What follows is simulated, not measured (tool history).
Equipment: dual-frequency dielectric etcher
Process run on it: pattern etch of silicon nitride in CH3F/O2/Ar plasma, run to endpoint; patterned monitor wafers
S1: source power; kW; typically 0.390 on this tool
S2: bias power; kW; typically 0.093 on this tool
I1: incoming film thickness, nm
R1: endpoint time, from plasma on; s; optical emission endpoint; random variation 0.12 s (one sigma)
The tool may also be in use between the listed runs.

run,day,S1,S2,I1,R1
1,0.000,0.390,0.093,20.90,31.4
2,1.508,0.470,0.086,20.92,29.5
# day 7.221: wet clean of the chamber
3,8.875,0.470,0.086,20.79,28.8
4,14.288,0.470,0.086,20.83,28.9
5,16.708,0.390,0.093,20.74,30.9
6,20.729,0.390,0.093,20.74,31.4
# day 22.025: upper electrode replaced
7,23.342,0.410,0.093,21.02,31.4
# day 24.354: wet clean of the chamber
8,24.946,0.410,0.093,20.85,30.3
9,27.592,0.390,0.093,20.72,30.9
10,30.788,0.290,0.104,21.12,35.8
# day 33.675: bias power generator calibrated
11,35.000,0.390,0.093,20.81,31.5
12,38.867,0.430,0.103,20.88,30.1
# day 40.229: wet clean of the chamber
13,42.083,0.360,0.100,20.83,31.5
# day 42.400: source power generator calibrated
14,45.654,0.290,0.093,20.95,35.7
15,47.171,0.460,0.112,21.06,27.8
16,50.425,0.310,0.076,21.22,37.0
17,54.150,0.460,0.083,21.04,30.3

Here are 3 independent what-if runs from the current tool condition. What would each one return?
A,54.167,0.390,0.093,21.00,?
B,54.167,0.390,0.111,21.00,?
C,54.167,0.350,0.103,21.00,?

run,R1
A,31.9
B,30.6
C,32.8
Without the tool's unlogged condition, the same runs would have read:
run,R1
A,30.8
B,29.6
C,31.6
